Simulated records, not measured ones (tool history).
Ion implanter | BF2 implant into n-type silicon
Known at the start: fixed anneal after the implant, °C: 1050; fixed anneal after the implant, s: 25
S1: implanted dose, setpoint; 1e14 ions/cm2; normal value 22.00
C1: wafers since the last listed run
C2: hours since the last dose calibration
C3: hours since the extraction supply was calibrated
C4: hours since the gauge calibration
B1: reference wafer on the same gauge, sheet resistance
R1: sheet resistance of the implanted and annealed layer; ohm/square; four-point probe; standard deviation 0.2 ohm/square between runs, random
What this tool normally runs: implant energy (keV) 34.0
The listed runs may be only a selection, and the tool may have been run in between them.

{"run": 1, "hour": 0.0, "S1": 22.0, "implant energy (keV)": 37.5, "C1": 0, "C2": 1540.4, "C3": 2096.6, "C4": 671.7, "B1": 102.18, "R1": 83.64}
{"run": 2, "hour": 34.7, "S1": 22.0, "implant energy (keV)": 37.5, "C1": 808, "C2": 1575.1, "C3": 2131.3, "C4": 706.4, "B1": 102.11, "R1": 83.44}
{"run": 3, "hour": 61.5, "S1": 22.0, "implant energy (keV)": 37.5, "C1": 624, "C2": 1601.9, "C3": 2158.1, "C4": 733.2, "B1": 102.12, "R1": 83.65}
{"run": 4, "hour": 98.8, "S1": 22.0, "implant energy (keV)": 34.0, "C1": 869, "C2": 1639.2, "C3": 2195.4, "C4": 770.5, "B1": 102.16, "R1": 86.51}
{"run": 5, "hour": 125.3, "S1": 22.0, "implant energy (keV)": 34.0, "C1": 617, "C2": 1665.7, "C3": 2221.9, "C4": 797.0, "B1": 102.11, "R1": 86.63}
{"run": 6, "hour": 178.7, "S1": 22.0, "implant energy (keV)": 34.0, "C1": 1244, "C2": 1719.1, "C3": 2275.3, "C4": 850.4, "B1": 102.12, "R1": 86.61}
{"run": 7, "hour": 235.6, "S1": 22.0, "implant energy (keV)": 34.0, "C1": 1326, "C2": 1776.0, "C3": 2332.2, "C4": 907.3, "B1": 102.04, "R1": 86.28}
{"hour": 261.8, "done": "gauge calibrated"}
{"run": 8, "hour": 279.8, "S1": 22.0, "implant energy (keV)": 34.0, "C1": 1030, "C2": 1820.2, "C3": 2376.4, "C4": 18.0, "B1": 103.58, "R1": 87.73}
{"run": 9, "hour": 305.0, "S1": 22.0, "implant energy (keV)": 34.0, "C1": 587, "C2": 1845.4, "C3": 2401.6, "C4": 43.2, "B1": 103.43, "R1": 87.54}
{"run": 10, "hour": 366.7, "S1": 22.0, "implant energy (keV)": 34.0, "C1": 1438, "C2": 1907.1, "C3": 2463.3, "C4": 104.9, "B1": 103.17, "R1": 87.26}
{"run": 11, "hour": 404.7, "S1": 22.0, "implant energy (keV)": 34.0, "C1": 885, "C2": 1945.1, "C3": 2501.3, "C4": 142.9, "B1": 102.89, "R1": 87.29}
{"run": 12, "hour": 456.6, "S1": 22.0, "implant energy (keV)": 34.0, "C1": 1209, "C2": 1997.0, "C3": 2553.2, "C4": 194.8, "B1": 102.66, "R1": 86.95}
{"run": 13, "hour": 516.9, "S1": 22.0, "implant energy (keV)": 28.5, "C1": 1405, "C2": 2057.3, "C3": 2613.5, "C4": 255.1, "B1": 102.43, "R1": 92.71}
{"run": 14, "hour": 558.7, "S1": 22.0, "implant energy (keV)": 34.0, "C1": 974, "C2": 2099.1, "C3": 2655.3, "C4": 296.9, "B1": 102.37, "R1": 87.1}
{"run": 15, "hour": 619.0, "S1": 22.0, "implant energy (keV)": 34.0, "C1": 1405, "C2": 2159.4, "C3": 2715.6, "C4": 357.2, "B1": 102.19, "R1": 86.4}
{"run": 16, "hour": 671.1, "S1": 22.0, "implant energy (keV)": 34.0, "C1": 1214, "C2": 2211.5, "C3": 2767.7, "C4": 409.3, "B1": 102.12, "R1": 86.72}
{"run": 17, "hour": 705.7, "S1": 15.56, "implant energy (keV)": 34.0, "C1": 806, "C2": 2246.1, "C3": 2802.3, "C4": 443.9, "B1": 102.06, "R1": 96.28}
{"run": 18, "hour": 753.6, "S1": 22.0, "implant energy (keV)": 34.0, "C1": 1116, "C2": 2294.0, "C3": 2850.2, "C4": 491.8, "B1": 101.94, "R1": 86.49}
{"run": 19, "hour": 824.4, "S1": 25.98, "implant energy (keV)": 28.0, "C1": 1650, "C2": 2364.8, "C3": 2921.0, "C4": 562.6, "B1": 101.83, "R1": 89.66}
{"run": 20, "hour": 867.2, "S1": 22.0, "implant energy (keV)": 34.0, "C1": 997, "C2": 2407.6, "C3": 2963.8, "C4": 605.4, "B1": 101.8, "R1": 86.3}
{"run": 21, "hour": 926.6, "S1": 16.41, "implant energy (keV)": 38.5, "C1": 1384, "C2": 2467.0, "C3": 3023.2, "C4": 664.8, "B1": 101.76, "R1": 90.42}
{"run": 22, "hour": 964.9, "S1": 22.0, "implant energy (keV)": 34.0, "C1": 892, "C2": 2505.3, "C3": 3061.5, "C4": 703.1, "B1": 101.77, "R1": 86.26}
{"run": 23, "hour": 1001.8, "S1": 19.15, "implant energy (keV)": 34.0, "C1": 860, "C2": 2542.2, "C3": 3098.4, "C4": 740.0, "B1": 101.68, "R1": 89.35}
{"hour": 1007.4, "done": "gauge calibrated"}
{"hour": 1019.3, "done": "Faraday cup replaced and dose calibrated"}
{"run": 24, "hour": 1029.5, "S1": 17.66, "implant energy (keV)": 30.0, "C1": 459, "C2": 10.2, "C3": 3126.1, "C4": 22.1, "B1": 103.71, "R1": 97.15}
{"run": 25, "hour": 1085.7, "S1": 22.0, "implant energy (keV)": 34.0, "C1": 1310, "C2": 66.4, "C3": 3182.3, "C4": 78.3, "B1": 103.45, "R1": 87.7}

The next listed run, before its measurement:
{"hour": 1121.2, "done": "extraction supply calibrated"}
{"run": 26, "hour": 1121.7, "S1": 18.17, "implant energy (keV)": 34.0, "C1": 652, "C2": 102.4, "C3": 0.5, "C4": 114.3, "B1": "?", "R1": "?"}

B1: 103.17
R1: 92.11 ohm/square
Had the tool carried no hidden state, the very same run would have given R1 92.84 ohm/square.

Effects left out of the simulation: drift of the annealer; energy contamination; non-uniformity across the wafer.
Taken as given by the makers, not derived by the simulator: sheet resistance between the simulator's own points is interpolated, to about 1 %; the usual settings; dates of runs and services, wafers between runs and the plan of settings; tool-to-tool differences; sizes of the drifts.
